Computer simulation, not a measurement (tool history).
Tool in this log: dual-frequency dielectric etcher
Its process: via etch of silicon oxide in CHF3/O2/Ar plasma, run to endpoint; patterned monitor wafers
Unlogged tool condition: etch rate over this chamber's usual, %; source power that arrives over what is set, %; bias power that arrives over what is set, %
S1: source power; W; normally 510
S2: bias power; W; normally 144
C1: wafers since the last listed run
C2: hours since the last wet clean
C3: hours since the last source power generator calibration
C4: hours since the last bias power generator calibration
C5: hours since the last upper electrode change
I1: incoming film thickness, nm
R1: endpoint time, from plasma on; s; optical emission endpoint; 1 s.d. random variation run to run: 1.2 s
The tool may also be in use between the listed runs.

Run 1, hour 0: usual settings but S1 430 W, S2 133 W; C1 0; C2 392.3; C3 3360.2; C4 1148.8; C5 3367.4; I1 733.5. Result: R1 423.1 s.
Run 2, hour 55.1: usual settings but S1 430 W, S2 133 W; C1 298; C2 447.4; C3 3415.3; C4 1203.9; C5 3422.5; I1 726.8. Result: R1 414.9 s.
Run 3, hour 82.1: usual settings; C1 146; C2 474.4; C3 3442.3; C4 1230.9; C5 3449.5; I1 733.7. Result: R1 382.9 s.
Run 4, hour 98.2: usual settings but S1 580 W; C1 87; C2 490.5; C3 3458.4; C4 1247; C5 3465.6; I1 725.7. Result: R1 361.3 s.
At hour 149.9: wet clean of the chamber.
Run 5, hour 150.4: usual settings but S1 580 W; C1 152; C2 0.5; C3 3510.6; C4 1299.2; C5 3517.8; I1 729.4. Result: R1 373.8 s.
Run 6, hour 150.9: usual settings but S2 163 W; C1 2; C2 1; C3 3511.1; C4 1299.7; C5 3518.3; I1 723.2. Result: R1 364.9 s.
Run 7, hour 193.8: usual settings but S2 163 W; C1 232; C2 43.9; C3 3554; C4 1342.6; C5 3561.2; I1 741.6. Result: R1 374.4 s.
Run 8, hour 223.3: usual settings; C1 159; C2 73.4; C3 3583.5; C4 1372.1; C5 3590.7; I1 730. Result: R1 386.4 s.
Run 9, hour 245.4: usual settings; C1 119; C2 95.5; C3 3605.6; C4 1394.2; C5 3612.8; I1 733.4. Result: R1 390.3 s.
Run 10, hour 269.3: usual settings; C1 129; C2 119.4; C3 3629.5; C4 1418.1; C5 3636.7; I1 736.5. Result: R1 391.8 s.
Run 11, hour 285.3: usual settings but S2 168 W; C1 86; C2 135.4; C3 3645.5; C4 1434.1; C5 3652.7; I1 737.2. Result: R1 365.5 s.
Run 12, hour 307.6: usual settings but S2 168 W; C1 120; C2 157.7; C3 3667.8; C4 1456.4; C5 3675; I1 734.5. Result: R1 363 s.
Run 13, hour 328.3: usual settings; C1 112; C2 178.4; C3 3688.5; C4 1477.1; C5 3695.7; I1 730. Result: R1 385.4 s.
Run 14, hour 360.2: usual settings; C1 172; C2 210.3; C3 3720.4; C4 1509; C5 3727.6; I1 728.4. Result: R1 385.1 s.
Run 15, hour 390.1: usual settings; C1 161; C2 240.2; C3 3750.3; C4 1538.9; C5 3757.5; I1 732.9. Result: R1 386.4 s.
At hour 442.1: upper electrode replaced.
Run 16, hour 442.6: usual settings; C1 154; C2 292.7; C3 3802.8; C4 1591.4; C5 0.5; I1 727.9. Result: R1 381.3 s.
Run 17, hour 444.6: usual settings; C1 10; C2 294.7; C3 3804.8; C4 1593.4; C5 2.5; I1 731.3. Result: R1 383.3 s.
Run 18, hour 466: usual settings; C1 115; C2 316.1; C3 3826.2; C4 1614.8; C5 23.9; I1 725.3. Result: R1 379.2 s.
Run 19, hour 498.4: usual settings but S1 550 W, S2 135 W; C1 175; C2 348.5; C3 3858.6; C4 1647.2; C5 56.3; I1 735.1. Result: R1 381.7 s.
Run 20, hour 529.4: usual settings but S1 610 W, S2 158 W; C1 167; C2 379.5; C3 3889.6; C4 1678.2; C5 87.3; I1 739.6. Result: R1 350.5 s.
Run 21, hour 546.9: usual settings but S1 630 W, S2 120 W; C1 94; C2 397; C3 3907.1; C4 1695.7; C5 104.8; I1 737.1. Result: R1 386.8 s.
Run 22, hour 576.6: usual settings but S2 168 W; C1 160; C2 426.7; C3 3936.8; C4 1725.4; C5 134.5; I1 740. Result: R1 359 s.
At hour 596: source power generator calibrated.
At hour 599.3: bias power generator calibrated.
Run 23, hour 604.5: usual settings but S1 600 W, S2 167 W; C1 111; C2 454.6; C3 8.5; C4 5.2; C5 162.4; I1 725.9. Result: R1 343.9 s.
Run 24, hour 631.2: usual settings but S1 540 W, S2 176 W; C1 144; C2 481.3; C3 35.2; C4 31.9; C5 189.1; I1 730.6. Result: R1 349.1 s.
Run 25, hour 660: usual settings but S1 630 W, S2 117 W; C1 155; C2 510.1; C3 64; C4 60.7; C5 217.9; I1 733. Result: R1 393.6 s.
At hour 711.8: wet clean of the chamber.
Run 26, hour 712.3: usual settings but S1 460 W, S2 169 W; C1 153; C2 0.5; C3 116.3; C4 113; C5 270.2; I1 732.8. Result: R1 387.7 s.
Run 27, hour 724.7: usual settings; C1 67; C2 12.9; C3 128.7; C4 125.4; C5 282.6; I1 725.2. Result: R1 397.5 s.
Run 28, hour 741.4: usual settings; C1 90; C2 29.6; C3 145.4; C4 142.1; C5 299.3; I1 722.9. Result: R1 394.7 s.
Run 29, hour 754.6: usual settings; C1 71; C2 42.8; C3 158.6; C4 155.3; C5 312.5; I1 735.9. Result: R1 404 s.
Run 30, hour 783.5: usual settings; C1 156; C2 71.7; C3 187.5; C4 184.2; C5 341.4; I1 734.9. Result: R1 401.2 s.
Run 31, hour 803: usual settings but S1 590 W, S2 117 W; C1 105; C2 91.2; C3 207; C4 203.7; C5 360.9; I1 728.6. Result: R1 414.4 s.
Run 32, hour 821.2: usual settings but S1 590 W, S2 133 W; C1 98; C2 109.4; C3 225.2; C4 221.9; C5 379.1; I1 735. Result: R1 395.1 s.
Run 33, hour 842.6: usual settings but S1 560 W, S2 127 W; C1 115; C2 130.8; C3 246.6; C4 243.3; C5 400.5; I1 725.4. Result: R1 405.3 s.
Run 34, hour 859.8: usual settings but S1 620 W, S2 117 W; C1 93; C2 148; C3 263.8; C4 260.5; C5 417.7; I1 735.4. Result: R1 407.6 s.
Run 35, hour 890.1: usual settings; C1 164; C2 178.3; C3 294.1; C4 290.8; C5 448; I1 735. Result: R1 398.3 s.

State the hidden condition of the tool at each of the runs:
source power that arrives over what is set, %: 0, the same for each run
H1: etch rate over this chamber's usual, %
H2: bias power that arrives over what is set, %
run       H1      H2
  1     2.31    3.67
  2     2.65    3.82
  3     2.81     3.9
  4     2.91    3.94
  5    0.374    4.09
  6    0.377    4.09
  7    0.638    4.21
  8    0.818    4.29
  9    0.953    4.35
 10      1.1    4.42
 11      1.2    4.46
 12     1.33    4.53
 13     1.46    4.58
 14     1.65    4.67
 15     1.84    4.76
 16     2.16     4.9
 17     2.17    4.91
 18      2.3    4.97
 19      2.5    5.06
 20     2.68    5.14
 21     2.79    5.19
 22     2.97    5.28
 23     3.14   -1.01
 24      3.3  -0.935
 25     3.48  -0.855
 26  -0.0526  -0.709
 27    0.023  -0.675
 28    0.125  -0.628
 29    0.205  -0.591
 30    0.381  -0.511
 31      0.5  -0.456
 32    0.611  -0.406
 33    0.742  -0.346
 34    0.847  -0.298
 35     1.03  -0.214

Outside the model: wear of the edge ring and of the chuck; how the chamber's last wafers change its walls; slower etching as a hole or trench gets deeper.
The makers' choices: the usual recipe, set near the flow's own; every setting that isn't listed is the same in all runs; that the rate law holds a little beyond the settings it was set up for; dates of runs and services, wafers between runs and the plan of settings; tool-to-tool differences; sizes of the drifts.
